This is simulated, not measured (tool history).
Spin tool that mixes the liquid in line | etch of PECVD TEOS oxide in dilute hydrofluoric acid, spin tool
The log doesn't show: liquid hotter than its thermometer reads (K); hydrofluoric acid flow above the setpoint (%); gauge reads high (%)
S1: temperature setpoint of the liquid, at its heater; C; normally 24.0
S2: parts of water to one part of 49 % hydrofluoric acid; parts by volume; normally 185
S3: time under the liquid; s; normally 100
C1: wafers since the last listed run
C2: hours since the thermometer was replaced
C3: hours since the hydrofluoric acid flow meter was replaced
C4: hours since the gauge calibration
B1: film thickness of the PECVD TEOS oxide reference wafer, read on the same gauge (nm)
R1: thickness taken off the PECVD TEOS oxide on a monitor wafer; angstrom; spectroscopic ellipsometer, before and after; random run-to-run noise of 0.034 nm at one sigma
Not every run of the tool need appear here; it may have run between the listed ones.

| run | hour | S1 | S2 | S3 | C1 | C2 | C3 | C4 | B1 | R1 |
|---|---|---|---|---|---|---|---|---|---|---|
| 1 | 0.0 | 24.0 | 125 | 100 | 0 | 970.8 | 194.2 | 176.9 | 149.73 | 106.8 |
| 2 | 23.5 | 24.0 | 125 | 100 | 198 | 994.3 | 217.7 | 200.4 | 149.54 | 106.9 |
| 3 | 44.7 | 24.0 | 125 | 100 | 178 | 1015.5 | 238.9 | 221.6 | 149.44 | 106.7 |
| 4 | 63.9 | 24.0 | 185 | 100 | 161 | 1034.7 | 258.1 | 240.8 | 149.35 | 67.6 |
| 5 | 79.6 | 24.0 | 185 | 100 | 132 | 1050.4 | 273.8 | 256.5 | 149.24 | 67.4 |
| 6 | 109.5 | 24.0 | 185 | 100 | 252 | 1080.3 | 303.7 | 286.4 | 149.07 | 67.1 |
| 7 | 143.7 | 24.0 | 185 | 100 | 288 | 1114.5 | 337.9 | 320.6 | 148.74 | 66.7 |
| 8 | 175.1 | 24.0 | 185 | 100 | 264 | 1145.9 | 369.3 | 352.0 | 148.44 | 66.9 |
| 9 | 204.9 | 24.0 | 185 | 100 | 251 | 1175.7 | 399.1 | 381.8 | 148.17 | 66.8 |
|  | 210.0 | thermometer replaced |
| 10 | 240.8 | 24.0 | 185 | 100 | 294 | 30.8 | 435.0 | 417.7 | 147.73 | 66.2 |
| 11 | 253.5 | 24.0 | 185 | 100 | 107 | 43.5 | 447.7 | 430.4 | 147.64 | 67.0 |
|  | 265.1 | hydrofluoric acid flow meter replaced |
| 12 | 266.8 | 19.0 | 185 | 130 | 103 | 56.8 | 1.7 | 443.7 | 147.42 | 71.9 |
| 13 | 289.5 | 26.0 | 230 | 70 | 191 | 79.5 | 24.4 | 466.4 | 147.20 | 38.0 |
|  | 301.4 | gauge calibrated |
| 14 | 318.1 | 19.0 | 185 | 130 | 241 | 108.1 | 53.0 | 16.7 | 150.29 | 72.7 |
| 15 | 330.7 | 22.0 | 135 | 55 | 106 | 120.7 | 65.6 | 29.3 | 150.26 | 50.1 |
| 16 | 364.4 | 21.0 | 265 | 100 | 284 | 154.4 | 99.3 | 63.0 | 150.27 | 39.2 |
| 17 | 386.8 | 24.0 | 185 | 100 | 188 | 176.8 | 121.7 | 85.4 | 150.23 | 67.9 |
| 18 | 407.0 | 24.0 | 185 | 100 | 170 | 197.0 | 141.9 | 105.6 | 150.21 | 67.6 |
| 19 | 427.3 | 19.5 | 185 | 85 | 171 | 217.3 | 162.2 | 125.9 | 150.16 | 49.0 |
| 20 | 456.2 | 22.0 | 135 | 60 | 243 | 246.2 | 191.1 | 154.8 | 149.98 | 54.4 |
| 21 | 490.6 | 28.0 | 240 | 140 | 290 | 280.6 | 225.5 | 189.2 | 149.81 | 79.2 |
| 22 | 525.7 | 24.0 | 140 | 100 | 295 | 315.7 | 260.6 | 224.3 | 149.61 | 93.9 |

For each entry between runs, how does the tool's hidden state at the last listed run before it compare with that at the first listed run after it?
Runs 9 to 10: thermometer replaced (hour 210.0)
  gauge reads high (%): -1.23 -> -1.49
  measured result minus the result with no hidden state, R1: -0.8 -> -1.0 angstrom
Runs 11 to 12: hydrofluoric acid flow meter replaced (hour 265.1)
  gauge reads high (%): -1.59 -> -1.7
  measured result minus the result with no hidden state, R1: -1.0 -> -1.3 angstrom
Runs 13 to 14: gauge calibrated (hour 301.4)
  gauge reads high (%): -1.88 -> 0.214
  measured result minus the result with no hidden state, R1: -0.8 -> +0.2 angstrom
